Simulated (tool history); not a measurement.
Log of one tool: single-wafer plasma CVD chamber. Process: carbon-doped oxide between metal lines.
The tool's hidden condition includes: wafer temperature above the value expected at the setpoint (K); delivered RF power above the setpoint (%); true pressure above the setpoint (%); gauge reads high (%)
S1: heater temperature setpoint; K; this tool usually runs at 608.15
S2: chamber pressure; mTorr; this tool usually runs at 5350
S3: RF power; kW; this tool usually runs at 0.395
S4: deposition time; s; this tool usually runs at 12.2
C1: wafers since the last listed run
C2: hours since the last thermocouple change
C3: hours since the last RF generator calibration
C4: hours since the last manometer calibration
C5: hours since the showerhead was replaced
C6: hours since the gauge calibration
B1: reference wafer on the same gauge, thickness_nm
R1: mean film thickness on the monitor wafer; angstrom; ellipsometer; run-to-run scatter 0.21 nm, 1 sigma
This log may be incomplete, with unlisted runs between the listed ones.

{"run": 1, "hour": 0.0, "S1": 608.15, "S2": 5350, "S3": 0.43, "S4": 12.2, "C1": 0, "C2": 1013.9, "C3": 1054.1, "C4": 412.5, "C5": 7000.1, "C6": 296.3, "B1": 51.393, "R1": 661.39}
{"hour": 23.4, "done": "thermocouple changed; heater temperature recalibrated"}
{"run": 2, "hour": 28.3, "S1": 608.15, "S2": 5350, "S3": 0.43, "S4": 12.2, "C1": 558, "C2": 4.9, "C3": 1082.4, "C4": 440.8, "C5": 7028.4, "C6": 324.6, "B1": 51.389, "R1": 658.04}
{"run": 3, "hour": 67.7, "S1": 608.15, "S2": 5350, "S3": 0.395, "S4": 12.2, "C1": 1083, "C2": 44.3, "C3": 1121.8, "C4": 480.2, "C5": 7067.8, "C6": 364, "B1": 51.328, "R1": 611.08}
{"run": 4, "hour": 100.2, "S1": 608.15, "S2": 5350, "S3": 0.395, "S4": 12.2, "C1": 893, "C2": 76.8, "C3": 1154.3, "C4": 512.7, "C5": 7100.3, "C6": 396.5, "B1": 51.291, "R1": 612.28}
{"run": 5, "hour": 147.5, "S1": 608.15, "S2": 5350, "S3": 0.395, "S4": 12.2, "C1": 1300, "C2": 124.1, "C3": 1201.6, "C4": 560, "C5": 7147.6, "C6": 443.8, "B1": 51.253, "R1": 609.34}
{"run": 6, "hour": 187.0, "S1": 608.15, "S2": 5350, "S3": 0.395, "S4": 12.2, "C1": 1085, "C2": 163.6, "C3": 1241.1, "C4": 599.5, "C5": 7187.1, "C6": 483.3, "B1": 51.24, "R1": 611.72}
{"run": 7, "hour": 242.2, "S1": 615.15, "S2": 5350, "S3": 0.395, "S4": 13.9, "C1": 1517, "C2": 218.8, "C3": 1296.3, "C4": 654.7, "C5": 7242.3, "C6": 538.5, "B1": 51.158, "R1": 679.78}
{"run": 8, "hour": 377.4, "S1": 608.15, "S2": 5350, "S3": 0.395, "S4": 12.2, "C1": 3716, "C2": 354, "C3": 1431.5, "C4": 789.9, "C5": 7377.5, "C6": 673.7, "B1": 51.075, "R1": 608.52}
{"run": 9, "hour": 436.0, "S1": 608.15, "S2": 5350, "S3": 0.395, "S4": 12.2, "C1": 1610, "C2": 412.6, "C3": 1490.1, "C4": 848.5, "C5": 7436.1, "C6": 732.3, "B1": 51.025, "R1": 604.38}
{"hour": 474.9, "done": "showerhead replaced"}
{"run": 10, "hour": 483.9, "S1": 608.15, "S2": 5350, "S3": 0.395, "S4": 13.2, "C1": 1096, "C2": 460.5, "C3": 1538, "C4": 896.4, "C5": 9, "C6": 780.2, "B1": 50.988, "R1": 654.26}
{"hour": 493.9, "done": "RF generator calibrated"}
{"run": 11, "hour": 551.0, "S1": 608.15, "S2": 5350, "S3": 0.395, "S4": 12.2, "C1": 1624, "C2": 527.6, "C3": 57.1, "C4": 963.5, "C5": 76.1, "C6": 847.3, "B1": 50.971, "R1": 606.02}
{"run": 12, "hour": 593.9, "S1": 608.15, "S2": 5350, "S3": 0.395, "S4": 12.2, "C1": 1179, "C2": 570.5, "C3": 100, "C4": 1006.4, "C5": 119, "C6": 890.2, "B1": 50.916, "R1": 600.07}
{"run": 13, "hour": 660.1, "S1": 608.15, "S2": 5350, "S3": 0.395, "S4": 12.2, "C1": 1819, "C2": 636.7, "C3": 166.2, "C4": 1072.6, "C5": 185.2, "C6": 956.4, "B1": 50.808, "R1": 602.96}
{"run": 14, "hour": 728.5, "S1": 608.15, "S2": 5350, "S3": 0.395, "S4": 12.2, "C1": 1880, "C2": 705.1, "C3": 234.6, "C4": 1141, "C5": 253.6, "C6": 1024.8, "B1": 50.786, "R1": 605.14}
{"run": 15, "hour": 760.4, "S1": 608.15, "S2": 5350, "S3": 0.395, "S4": 12.9, "C1": 876, "C2": 737, "C3": 266.5, "C4": 1172.9, "C5": 285.5, "C6": 1056.7, "B1": 50.758, "R1": 636.52}
{"run": 16, "hour": 811.6, "S1": 623.15, "S2": 6600, "S3": 0.33, "S4": 9.9, "C1": 1407, "C2": 788.2, "C3": 317.7, "C4": 1224.1, "C5": 336.7, "C6": 1107.9, "B1": 50.715, "R1": 398.58}
{"hour": 822.6, "done": "capacitance manometer re-zeroed and calibrated"}
{"run": 17, "hour": 843.6, "S1": 608.15, "S2": 5350, "S3": 0.345, "S4": 10.5, "C1": 659, "C2": 820.2, "C3": 349.7, "C4": 21, "C5": 368.7, "C6": 1139.9, "B1": 50.673, "R1": 452.78}
{"run": 18, "hour": 888.0, "S1": 608.15, "S2": 4970, "S3": 0.395, "S4": 13.7, "C1": 1220, "C2": 864.6, "C3": 394.1, "C4": 65.4, "C5": 413.1, "C6": 1184.3, "B1": 50.68, "R1": 669.13}
{"run": 19, "hour": 938.8, "S1": 614.15, "S2": 6570, "S3": 0.345, "S4": 12.2, "C1": 1396, "C2": 915.4, "C3": 444.9, "C4": 116.2, "C5": 463.9, "C6": 1235.1, "B1": 50.637, "R1": 529.73}
{"hour": 961.3, "done": "thermocouple changed; heater temperature recalibrated"}
{"hour": 992.8, "done": "gauge calibrated"}
{"run": 20, "hour": 1008.0, "S1": 608.15, "S2": 5350, "S3": 0.395, "S4": 12.2, "C1": 1682, "C2": 46.7, "C3": 514.1, "C4": 185.4, "C5": 533.1, "C6": 15.2, "B1": 51.75, "R1": 617.5}
{"run": 21, "hour": 1037.9, "S1": 618.15, "S2": 5350, "S3": 0.395, "S4": 12.2, "C1": 821, "C2": 76.6, "C3": 544, "C4": 215.3, "C5": 563, "C6": 45.1, "B1": 51.758, "R1": 591.41}
{"run": 22, "hour": 1066.3, "S1": 593.15, "S2": 4090, "S3": 0.325, "S4": 14.2, "C1": 780, "C2": 105, "C3": 572.4, "C4": 243.7, "C5": 591.4, "C6": 73.5, "B1": 51.698, "R1": 594.89}
{"run": 23, "hour": 1116.5, "S1": 608.15, "S2": 5350, "S3": 0.395, "S4": 13.2, "C1": 1380, "C2": 155.2, "C3": 622.6, "C4": 293.9, "C5": 641.6, "C6": 123.7, "B1": 51.658, "R1": 663.37}
{"run": 24, "hour": 1172.7, "S1": 608.15, "S2": 5350, "S3": 0.395, "S4": 12.2, "C1": 1544, "C2": 211.4, "C3": 678.8, "C4": 350.1, "C5": 697.8, "C6": 179.9, "B1": 51.566, "R1": 615.53}
{"run": 25, "hour": 1220.2, "S1": 608.15, "S2": 5350, "S3": 0.32, "S4": 12.2, "C1": 1305, "C2": 258.9, "C3": 726.3, "C4": 397.6, "C5": 745.3, "C6": 227.4, "B1": 51.571, "R1": 490.08}
{"run": 26, "hour": 1274.9, "S1": 608.15, "S2": 5350, "S3": 0.395, "S4": 12.2, "C1": 1503, "C2": 313.6, "C3": 781, "C4": 452.3, "C5": 800, "C6": 282.1, "B1": 51.529, "R1": 613.15}
{"run": 27, "hour": 1309.3, "S1": 608.15, "S2": 5350, "S3": 0.395, "S4": 12.2, "C1": 945, "C2": 348, "C3": 815.4, "C4": 486.7, "C5": 834.4, "C6": 316.5, "B1": 51.538, "R1": 610.64}
{"run": 28, "hour": 1355.7, "S1": 608.15, "S2": 5350, "S3": 0.395, "S4": 10.8, "C1": 1275, "C2": 394.4, "C3": 861.8, "C4": 533.1, "C5": 880.8, "C6": 362.9, "B1": 51.456, "R1": 542.84}
{"run": 29, "hour": 1405.8, "S1": 608.15, "S2": 4330, "S3": 0.455, "S4": 12.2, "C1": 1377, "C2": 444.5, "C3": 911.9, "C4": 583.2, "C5": 930.9, "C6": 413, "B1": 51.409, "R1": 671.41}

For each run, what was the tool's unlogged condition?
wafer temperature above the value expected at the setpoint (K): 0 on each run
delivered RF power above the setpoint (%): 0 on each run
true pressure above the setpoint (%): 0 on each run
H1: gauge reads high (%)
run=1 H1=-0.443
run=2 H1=-0.487
run=3 H1=-0.548
run=4 H1=-0.598
run=5 H1=-0.672
run=6 H1=-0.733
run=7 H1=-0.819
run=8 H1=-1.03
run=9 H1=-1.12
run=10 H1=-1.19
run=11 H1=-1.3
run=12 H1=-1.37
run=13 H1=-1.47
run=14 H1=-1.57
run=15 H1=-1.62
run=16 H1=-1.7
run=17 H1=-1.75
run=18 H1=-1.82
run=19 H1=-1.9
run=20 H1=0.256
run=21 H1=0.21
run=22 H1=0.166
run=23 H1=0.088
run=24 H1=0.000673
run=25 H1=-0.0731
run=26 H1=-0.158
run=27 H1=-0.211
run=28 H1=-0.284
run=29 H1=-0.361
